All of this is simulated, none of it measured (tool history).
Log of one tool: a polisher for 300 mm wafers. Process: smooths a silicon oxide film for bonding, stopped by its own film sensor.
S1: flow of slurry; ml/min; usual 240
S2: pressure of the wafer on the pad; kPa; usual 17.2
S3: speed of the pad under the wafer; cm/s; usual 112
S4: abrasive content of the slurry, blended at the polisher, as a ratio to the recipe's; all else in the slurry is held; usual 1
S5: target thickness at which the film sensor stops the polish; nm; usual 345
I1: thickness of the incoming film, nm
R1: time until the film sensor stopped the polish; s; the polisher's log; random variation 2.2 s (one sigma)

run 1 hour=0.0 | S1=240 S2=17.2 S3=112 S4=1 S5=345 | I1=434.8 | R1=123.9
-- hour=24.7 worn pad replaced by a new one
run 2 hour=86.3 | S1=240 S2=17.2 S3=122 S4=1 S5=345 | I1=433.5 | R1=120.3
-- hour=125.5 slurry blender recalibrated
run 3 hour=144.9 | S1=240 S2=17.2 S3=122 S4=1 S5=345 | I1=437.9 | R1=125.8
run 4 hour=182.9 | S1=240 S2=17.2 S3=112 S4=1 S5=345 | I1=444.5 | R1=139.3
-- hour=191.1 worn pad replaced by a new one
run 5 hour=260.4 | S1=240 S2=17.2 S3=112 S4=1 S5=345 | I1=435.0 | R1=125.0
-- hour=294.1 slurry nozzle cleaned
run 6 hour=352.6 | S1=240 S2=17.2 S3=112 S4=1 S5=345 | I1=439.1 | R1=131.7
-- hour=402.8 worn pad replaced by a new one
run 7 hour=405.4 | S1=240 S2=17.2 S3=112 S4=1 S5=345 | I1=437.5 | R1=129.3
-- hour=412.5 slurry blender recalibrated
-- hour=487.5 head pressure recalibrated
run 8 hour=495.8 | S1=240 S2=17.2 S3=112 S4=1 S5=345 | I1=444.3 | R1=152.9
run 9 hour=552.9 | S1=240 S2=11.7 S3=112 S4=1 S5=345 | I1=446.9 | R1=207.2
-- hour=611.4 worn pad replaced by a new one
run 10 hour=611.9 | S1=240 S2=11.7 S3=112 S4=1 S5=373 | I1=445.8 | R1=146.9

Forecast run 11:
run 11 hour=660.9 | S1=240 S2=17.2 S3=122 S4=1 S5=345 | I1=434.6 | R1=?

R1: 133.2 s
Without the tool's hidden state the same run would have given R1 118.0 s.
